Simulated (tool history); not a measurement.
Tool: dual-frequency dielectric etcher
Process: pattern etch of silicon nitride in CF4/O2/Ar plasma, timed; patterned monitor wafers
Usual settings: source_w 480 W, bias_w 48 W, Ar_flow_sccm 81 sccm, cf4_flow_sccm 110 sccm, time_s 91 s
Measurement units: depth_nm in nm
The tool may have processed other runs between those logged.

run	hour	source_w	bias_w	Ar_flow_sccm	cf4_flow_sccm	time_s	wafers since the last listed run	hours since the last wet clean	hours since the last source power generator calibration	hours since the last bias power generator calibration	hours since the last Ar flow controller change	hours since the last CF4 flow controller change	hours since the last upper electrode change	hours since the gauge calibration	read-back reference wafer on the same gauge, depth_nm	depth_nm
1	0	480	48	81	110	91	0	327.4	3859.2	3749.9	3848.8	3804.3	2981.6	147.3	183.8	177
2	16.8	480	48	81	110	91	249	344.2	3876	3766.7	3865.6	3821.1	2998.4	164.1	184.1	176.4
3	27.4	480	48	81	101	91	157	354.8	3886.6	3777.3	3876.2	3831.7	3009	174.7	184.1	175.2
4	37.4	480	48	81	101	91	148	364.8	3896.6	3787.3	3886.2	3841.7	3019	184.7	184.3	177
5	51.9	480	48	81	101	91	215	379.3	3911.1	3801.8	3900.7	3856.2	3033.5	199.2	184	176.9
6	65.9	480	48	81	110	91	207	393.3	3925.1	3815.8	3914.7	3870.2	3047.5	213.2	184.2	178.1
7	74.6	480	48	81	110	91	129	402	3933.8	3824.5	3923.4	3878.9	3056.2	221.9	184.4	178.2
# hour 88.2: CF4 flow controller replaced
# hour 91: Ar flow controller replaced
8	91.5	480	48	81	110	91	119	418.9	3950.7	3841.4	0.5	3.3	3073.1	238.8	184.1	178.3
9	101.7	540	48	81	110	91	151	429.1	3960.9	3851.6	10.7	13.5	3083.3	249	183.7	200.3
# hour 120.5: gauge calibrated
# hour 126.2: upper electrode replaced
# hour 133.6: wet clean of the chamber
# hour 137.1: bias power generator calibrated
10	137.6	480	36	81	110	118	15	4	3996.8	0.5	46.6	49.4	11.4	17.1	184	190.9
11	137.9	480	48	81	110	91	4	4.3	3997.1	0.8	46.9	49.7	11.7	17.4	183.9	172
12	141.1	480	40	73	137	73	47	7.5	4000.3	4	50.1	52.9	14.9	20.6	184.5	127.3
# hour 156.4: source power generator calibrated
13	156.9	480	48	81	110	114	175	23.3	0.5	19.8	65.9	68.7	30.7	36.4	183.8	219.5
14	205.9	480	48	81	110	91	726	72.3	49.5	68.8	114.9	117.7	79.7	85.4	183.6	174.1
15	212.2	400	58	81	110	91	93	78.6	55.8	75.1	121.2	124	86	91.7	184.3	162.5
16	228.4	480	48	81	110	91	240	94.8	72	91.3	137.4	140.2	102.2	107.9	183.4	173.6
17	244.2	570	48	81	110	91	234	110.6	87.8	107.1	153.2	156	118	123.7	184.2	206.7
18	255.7	480	48	81	130	105	170	122.1	99.3	118.6	164.7	167.5	129.5	135.2	183.9	201.8
19	263.7	480	48	81	110	91	118	130.1	107.3	126.6	172.7	175.5	137.5	143.2	184.4	176.5
20	281.3	430	48	75	110	91	261	147.7	124.9	144.2	190.3	193.1	155.1	160.8	183.8	156.3

Here are 5 independent what-if runs from the current tool condition. What would each one return?
A	281.7	480	48	99	110	91	5	148.1	125.3	144.6	190.7	193.5	155.5	161.2	?	?
B	281.7	480	48	81	100	91	5	148.1	125.3	144.6	190.7	193.5	155.5	161.2	?	?
C	281.7	480	48	81	110	82	5	148.1	125.3	144.6	190.7	193.5	155.5	161.2	?	?
D	281.7	480	39	81	133	91	5	148.1	125.3	144.6	190.7	193.5	155.5	161.2	?	?
E	281.7	520	38	89	110	72	5	148.1	125.3	144.6	190.7	193.5	155.5	161.2	?	?

run	read-back reference wafer on the same gauge, depth_nm	depth_nm
A	184.3	170.9
B	184.3	174
C	184.3	157.6
D	184.3	157.2
E	184.3	129.6
Without the tool's unlogged condition, the same runs would have read:
run	depth_nm
A	167.6
B	170.6
C	154.5
D	154.2
E	127.1
